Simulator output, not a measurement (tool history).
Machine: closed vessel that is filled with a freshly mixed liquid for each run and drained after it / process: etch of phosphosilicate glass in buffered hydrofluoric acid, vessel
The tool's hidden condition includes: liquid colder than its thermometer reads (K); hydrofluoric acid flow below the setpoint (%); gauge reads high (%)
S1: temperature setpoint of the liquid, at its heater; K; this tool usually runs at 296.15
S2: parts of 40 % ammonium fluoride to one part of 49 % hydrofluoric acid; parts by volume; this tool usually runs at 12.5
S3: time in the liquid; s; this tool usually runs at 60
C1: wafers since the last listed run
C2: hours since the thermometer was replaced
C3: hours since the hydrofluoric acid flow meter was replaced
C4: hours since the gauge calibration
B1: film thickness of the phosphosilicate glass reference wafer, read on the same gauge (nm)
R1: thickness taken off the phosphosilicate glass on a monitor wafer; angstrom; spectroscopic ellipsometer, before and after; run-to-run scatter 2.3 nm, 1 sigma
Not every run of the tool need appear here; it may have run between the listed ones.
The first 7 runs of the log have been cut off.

run	hour	S1	S2	S3	C1	C2	C3	C4	B1	R1
8	91.7	296.15	12.5	70	687	1758.4	815.3	92.8	140.01	2780.9
9	105.4	300.15	12.5	75	1148	1772.1	829.0	106.5	140.00	3646.1
10	113.8	300.15	12.5	75	704	1780.5	837.4	114.9	140.00	3674.3
11	128.9	293.65	12.5	35	1265	1795.6	852.5	130.0	140.01	1206.3
12	141.3	293.65	12.5	35	1039	1808.0	864.9	142.4	140.00	1200.7
# hour 145.4: hydrofluoric acid flow meter replaced
13	157.4	296.15	12.5	60	1265	1824.1	12.0	158.5	139.98	2338.5
14	175.2	296.15	12.5	60	1491	1841.9	29.8	176.3	139.99	2393.3
15	185.1	300.15	12.5	60	829	1851.8	39.7	186.2	140.00	2944.2
16	191.1	294.15	14.5	70	502	1857.8	45.7	192.2	140.00	2164.6
17	200.9	296.15	12.5	60	821	1867.6	55.5	202.0	140.02	2357.7
18	209.3	292.15	17.0	50	704	1876.0	63.9	210.4	140.01	1158.0
19	226.6	294.65	8.0	70	1449	1893.3	81.2	227.7	140.01	3813.3
20	237.9	296.15	12.5	75	947	1904.6	92.5	239.0	140.01	2915.2
21	248.0	292.15	12.5	60	846	1914.7	102.6	249.1	139.99	1871.8
# hour 252.1: gauge calibrated
22	263.0	293.15	12.5	45	1257	1929.7	117.6	10.9	139.99	1487.1
# hour 267.2: thermometer replaced
23	273.8	293.65	9.5	70	821	6.6	128.4	21.7	140.00	3549.6
24	289.3	296.15	12.5	60	1299	22.1	143.9	37.2	140.01	2701.3
25	296.8	291.15	15.5	75	628	29.6	151.4	44.7	139.98	2057.8
26	304.3	296.15	11.0	90	628	37.1	158.9	52.2	140.00	4599.4
27	315.7	294.65	8.0	80	955	48.5	170.3	63.6	140.00	4903.3
28	331.9	296.15	12.5	70	1357	64.7	186.5	79.8	140.00	3154.1

Run 29 comes next. What will it give?
29	340.2	296.15	12.5	60	695	73.0	194.8	88.1	?	?

{"run 29": {"B1": 139.99, "R1": 2691.3}}
With no hidden state in the tool, this same run would have given R1 2716.5 angstrom.
